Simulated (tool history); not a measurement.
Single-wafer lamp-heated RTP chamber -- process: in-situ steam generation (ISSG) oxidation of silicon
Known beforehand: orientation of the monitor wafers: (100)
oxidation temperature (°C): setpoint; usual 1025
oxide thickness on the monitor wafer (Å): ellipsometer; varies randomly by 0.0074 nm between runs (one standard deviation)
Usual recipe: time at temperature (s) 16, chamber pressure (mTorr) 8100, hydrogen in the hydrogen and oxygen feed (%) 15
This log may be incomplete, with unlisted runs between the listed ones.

| run | hour | oxidation temperature (°C) | time at temperature (s) | chamber pressure (mTorr) | hydrogen in the hydrogen and oxygen feed (%) | wafers since the last listed run | wafers since the last pyrometer calibration | hours since the pressure gauge was zeroed | hours since the hydrogen flow controller was replaced | hours since the gauge calibration | read-back reference wafer on the same gauge, thickness | oxide thickness on the monitor wafer (Å) |
|---|---|---|---|---|---|---|---|---|---|---|---|---|
| 1 | 0.0 | 1025 | 19 | 8100 | 15 | 0 | 1475 | 1978.4 | 3918.1 | 505.0 | 4.640 | 54.47 |
| 2 | 32.3 | 1025 | 16 | 8100 | 15 | 305 | 1780 | 2010.7 | 3950.4 | 537.3 | 4.641 | 49.94 |
| 3 | 66.9 | 1025 | 16 | 8100 | 15 | 327 | 2108 | 2045.3 | 3985.0 | 571.9 | 4.640 | 50.15 |
|  | 106.1 | pyrometer window cleaned and pyrometer calibrated |
| 4 | 106.6 | 1025 | 16 | 8100 | 15 | 300 | 4 | 2085.0 | 4024.7 | 611.6 | 4.640 | 49.52 |
| 5 | 117.8 | 1025 | 16 | 8100 | 15 | 106 | 110 | 2096.2 | 4035.9 | 622.8 | 4.643 | 49.63 |
| 6 | 132.4 | 1025 | 16 | 8100 | 15 | 138 | 249 | 2110.8 | 4050.5 | 637.4 | 4.640 | 49.78 |
| 7 | 161.3 | 1025 | 16 | 8100 | 15 | 273 | 522 | 2139.7 | 4079.4 | 666.3 | 4.640 | 49.84 |
|  | 171.0 | gauge calibrated |
| 8 | 175.2 | 1025 | 16 | 8100 | 15 | 131 | 654 | 2153.6 | 4093.3 | 4.2 | 4.638 | 49.70 |
| 9 | 203.7 | 1025 | 16 | 8100 | 15 | 269 | 924 | 2182.1 | 4121.8 | 32.7 | 4.639 | 49.76 |
|  | 295.9 | pressure gauge zeroed |
| 10 | 301.5 | 1025 | 16 | 8100 | 15 | 850 | 1774 | 5.6 | 4219.6 | 130.5 | 4.640 | 50.03 |
| 11 | 317.2 | 1025 | 16 | 8100 | 15 | 148 | 1922 | 21.3 | 4235.3 | 146.2 | 4.641 | 49.99 |
|  | 332.7 | pyrometer window cleaned and pyrometer calibrated |
| 12 | 342.2 | 1025 | 16 | 8100 | 15 | 160 | 90 | 46.3 | 4260.3 | 171.2 | 4.638 | 49.53 |
| 13 | 385.2 | 1009 | 10 | 8100 | 15 | 407 | 497 | 89.3 | 4303.3 | 214.2 | 4.642 | 37.48 |
| 14 | 413.5 | 1025 | 20 | 6900 | 15 | 267 | 765 | 117.6 | 4331.6 | 242.5 | 4.641 | 55.27 |
| 15 | 433.1 | 1042 | 21 | 6900 | 15 | 185 | 950 | 137.2 | 4351.2 | 262.1 | 4.639 | 61.79 |
| 16 | 460.7 | 1033 | 18 | 8100 | 20 | 261 | 1211 | 164.8 | 4378.8 | 289.7 | 4.642 | 58.64 |
| 17 | 490.5 | 1034 | 16 | 8100 | 15 | 282 | 1494 | 194.6 | 4408.6 | 319.5 | 4.639 | 52.08 |
| 18 | 504.9 | 1009 | 19 | 7500 | 20 | 136 | 1630 | 209.0 | 4423.0 | 333.9 | 4.641 | 54.06 |
| 19 | 536.2 | 1020 | 19 | 9100 | 11 | 296 | 1926 | 240.3 | 4454.3 | 365.2 | 4.638 | 49.51 |
|  | 557.0 | hydrogen flow controller replaced |
| 20 | 564.2 | 1025 | 12 | 8100 | 20 | 189 | 2116 | 268.3 | 7.2 | 393.2 | 4.638 | 46.73 |
| 21 | 591.3 | 1025 | 16 | 8100 | 15 | 256 | 2372 | 295.4 | 34.3 | 420.3 | 4.643 | 49.99 |
|  | 619.2 | pyrometer window cleaned and pyrometer calibrated |
| 22 | 625.7 | 1009 | 21 | 8800 | 15 | 249 | 61 | 329.8 | 68.7 | 454.7 | 4.637 | 52.67 |
| 23 | 646.0 | 1014 | 16 | 6900 | 15 | 192 | 253 | 350.1 | 89.0 | 475.0 | 4.642 | 46.90 |
| 24 | 679.4 | 1043 | 22 | 6900 | 11 | 316 | 569 | 383.5 | 122.4 | 508.4 | 4.639 | 59.14 |
| 25 | 695.2 | 1025 | 16 | 8100 | 15 | 149 | 719 | 399.3 | 138.2 | 524.2 | 4.639 | 49.78 |
| 26 | 722.0 | 1025 | 16 | 8100 | 15 | 253 | 973 | 426.1 | 165.0 | 551.0 | 4.637 | 49.87 |

What does the tool deliver on the next run?
| 27 | 745.1 | 1025 | 21 | 8100 | 15 | 218 | 1191 | 449.2 | 188.1 | 574.1 | ? | ? |

read-back reference wafer on the same gauge, thickness: 4.638
oxide thickness on the monitor wafer (Å): 57.17
Take away the tool's hidden state, keep the run-to-run variation as it was, and the same run would have given oxide thickness on the monitor wafer (Å) 56.71.

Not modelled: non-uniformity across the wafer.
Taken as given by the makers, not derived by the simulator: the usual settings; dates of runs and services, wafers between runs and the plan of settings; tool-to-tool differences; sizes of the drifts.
